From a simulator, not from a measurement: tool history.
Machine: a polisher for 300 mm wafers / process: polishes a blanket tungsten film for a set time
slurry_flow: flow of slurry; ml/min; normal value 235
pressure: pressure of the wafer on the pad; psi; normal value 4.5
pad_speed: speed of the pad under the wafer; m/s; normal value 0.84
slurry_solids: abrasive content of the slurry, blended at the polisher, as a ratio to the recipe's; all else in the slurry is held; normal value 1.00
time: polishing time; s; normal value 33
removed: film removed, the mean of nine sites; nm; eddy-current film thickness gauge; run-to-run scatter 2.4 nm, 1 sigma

run	hour	slurry_flow	pressure	pad_speed	slurry_solids	time	incoming thickness of the incoming film, nm	removed
1	0.0	235	4.5	0.84	1.00	33	1139.2	172.0
2	55.3	235	4.5	0.84	1.00	33	1161.4	170.4
3	106.3	235	4.5	0.64	0.85	22	1155.3	90.5
# hour 108.7: head pressure recalibrated
# hour 145.2: slurry tank refilled with fresh slurry and peroxide
4	169.0	235	4.5	0.84	1.00	33	1138.4	171.0
5	210.7	165	4.5	0.84	1.00	24	1139.2	118.3
6	279.0	235	5.1	0.84	1.00	45	1148.3	255.8
# hour 325.9: slurry nozzle cleaned
7	333.5	235	3.5	0.72	0.90	30	1123.8	107.7
8	384.2	235	5.9	0.62	0.75	37	1148.3	192.6
# hour 406.5: worn pad replaced by a new one
# hour 421.0: slurry blender recalibrated
9	443.3	235	4.5	0.84	1.00	33	1139.4	170.8
10	502.4	235	4.5	0.84	1.20	33	1130.6	180.6
11	541.2	235	4.5	0.84	1.00	33	1140.0	171.6
12	574.2	170	4.5	0.84	1.25	33	1152.0	170.9
# hour 585.9: head pressure recalibrated
13	608.4	235	6.0	0.84	1.00	36	1136.5	241.5
# hour 630.3: slurry tank refilled with fresh slurry and peroxide
14	670.3	235	4.5	0.84	0.75	44	1138.7	215.5
15	718.7	235	5.2	0.98	1.00	41	1157.4	268.2
# hour 735.3: slurry nozzle cleaned
16	782.6	235	4.5	0.84	1.00	21	1158.3	111.1
17	851.6	215	4.5	0.84	1.00	33	1127.4	167.9
# hour 860.4: worn pad replaced by a new one
18	917.9	235	4.5	0.96	0.85	33	1133.0	186.4
# hour 921.5: slurry blender recalibrated
19	943.8	295	4.5	0.84	1.00	33	1132.0	173.0
20	991.2	235	4.5	0.84	1.00	33	1133.2	168.2
# hour 1012.8: head pressure recalibrated
21	1023.6	235	4.5	0.84	0.70	40	1117.9	189.4
22	1052.8	235	5.4	0.72	1.15	38	1139.4	213.7
23	1124.5	300	3.8	0.84	0.85	43	1129.1	184.3
# hour 1137.3: slurry tank refilled with fresh slurry and peroxide
# hour 1154.0: slurry nozzle cleaned
24	1168.1	260	4.5	0.84	1.00	24	1158.7	126.3
25	1211.4	235	4.5	1.14	1.00	33	1130.8	217.7

Each row is a separate what-if for the run after 25, all from the same tool condition, not one after another. Results?
A	1211.8	235	4.5	0.84	1.00	33	1141.9	?
B	1211.8	190	4.5	1.10	0.85	27	1141.9	?
C	1211.8	235	6.0	0.64	1.15	33	1141.9	?
D	1211.8	235	5.9	0.56	1.00	33	1141.9	?
E	1211.8	235	4.5	0.62	0.85	33	1141.9	?

run	removed
A	173.1
B	166.9
C	193.3
D	168.0
E	133.7
Had the tool no hidden state, the same runs would have come out as:
run	removed
A	173.9
B	167.8
C	194.2
D	168.9
E	134.3

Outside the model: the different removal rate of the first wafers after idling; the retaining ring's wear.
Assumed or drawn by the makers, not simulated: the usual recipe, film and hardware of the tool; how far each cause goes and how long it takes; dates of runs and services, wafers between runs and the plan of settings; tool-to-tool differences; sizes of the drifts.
